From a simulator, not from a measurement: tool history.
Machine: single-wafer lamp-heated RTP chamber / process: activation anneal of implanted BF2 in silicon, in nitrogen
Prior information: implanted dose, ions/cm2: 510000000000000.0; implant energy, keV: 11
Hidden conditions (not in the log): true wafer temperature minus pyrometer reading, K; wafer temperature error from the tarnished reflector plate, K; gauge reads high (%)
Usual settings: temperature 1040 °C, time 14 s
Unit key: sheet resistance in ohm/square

run,hour,temperature,time,wafers since the last listed run,wafers since the last pyrometer calibration,wafers since the reflector plate was cleaned,hours since the gauge calibration,"read-back reference wafer on the same gauge, sheet resistance",sheet resistance
1,0,1040,14,0,3103,4595,628.6,311.35,273.34
2,49.6,1040,14,1213,4316,5809,678.2,310.89,273.03
# hour 89.3: reflector plate cleaned
3,150.8,1040,14,2280,6597,1505,779.4,311.27,272.97
# hour 197.7: pyrometer window cleaned and pyrometer calibrated
4,244.9,1040,14,2107,1154,3612,873.5,311.38,274.02
5,337.4,1040,14,2263,3418,5876,966,311.18,272.9
# hour 390: reflector plate cleaned
6,419.5,1040,14,1813,5231,722,1048.1,311.1,268.2
7,483.9,1040,14,1576,6807,2298,1112.5,311.21,269.29
# hour 540.4: pyrometer window cleaned and pyrometer calibrated
8,540.9,1040,14,1199,12,3497,1169.5,311.15,269.57
9,579.7,1040,14,949,962,4447,1208.3,311.14,267.93
10,706.8,1040,14,3110,4072,7557,1335.4,310.97,267.23
# hour 751.6: reflector plate cleaned, repeated, since the last time left the tool worse
11,752.8,1040,14,929,5002,29,1381.4,310.71,273.1
# hour 754.1: gauge calibrated
# hour 806.2: pyrometer window cleaned and pyrometer calibrated
12,846.9,1040,14,2107,997,2137,92.8,311.1,275.28
13,885.9,1040,14,954,1951,3091,131.8,311.26,273.96
14,929.4,1052,14,1064,3016,4156,175.3,311.14,264.62
15,1000.8,1031,21,1747,4763,5903,246.7,311.19,270.49
16,1042.2,1040,14,1013,5776,6916,288.1,311.07,271.98
# hour 1094.9: reflector plate cleaned
17,1116.4,1026,19,1620,7396,526,362.3,310.66,280.67
# hour 1157.1: pyrometer window cleaned and pyrometer calibrated
18,1199.5,1013,19,1837,1038,2364,445.4,311.34,289.78
19,1268.4,1016,14,1686,2724,4050,514.3,310.96,295.58
20,1313.3,1026,6,1098,3823,5149,559.2,311.22,304.87
21,1379,1012,22,1607,5431,6757,624.9,311.02,286.1
# hour 1413.7: reflector plate cleaned
22,1433.2,1040,6,1130,6561,477,679.1,310.92,295.2
# hour 1451.2: pyrometer window cleaned and pyrometer calibrated
23,1530.7,1014,19,2190,1945,2667,776.6,310.93,288.72

Alternative continuations, all from the tool just after run 23; predict every row:
A,1531.1,1030,14,9,1955,2677,777,?,?
B,1531.1,1026,22,9,1955,2677,777,?,?
C,1531.1,1068,7,9,1955,2677,777,?,?
D,1531.1,1027,21,9,1955,2677,777,?,?
E,1531.1,1055,6,9,1955,2677,777,?,?

run,"read-back reference wafer on the same gauge, sheet resistance",sheet resistance
A,310.97,285.42
B,310.97,278.31
C,310.97,269.62
D,310.97,278.43
E,310.97,284.04
Stripped of hidden state, with their random variation kept, the same runs would have yielded:
run,sheet resistance
A,285.98
B,278.95
C,270.16
D,279.08
E,284.6

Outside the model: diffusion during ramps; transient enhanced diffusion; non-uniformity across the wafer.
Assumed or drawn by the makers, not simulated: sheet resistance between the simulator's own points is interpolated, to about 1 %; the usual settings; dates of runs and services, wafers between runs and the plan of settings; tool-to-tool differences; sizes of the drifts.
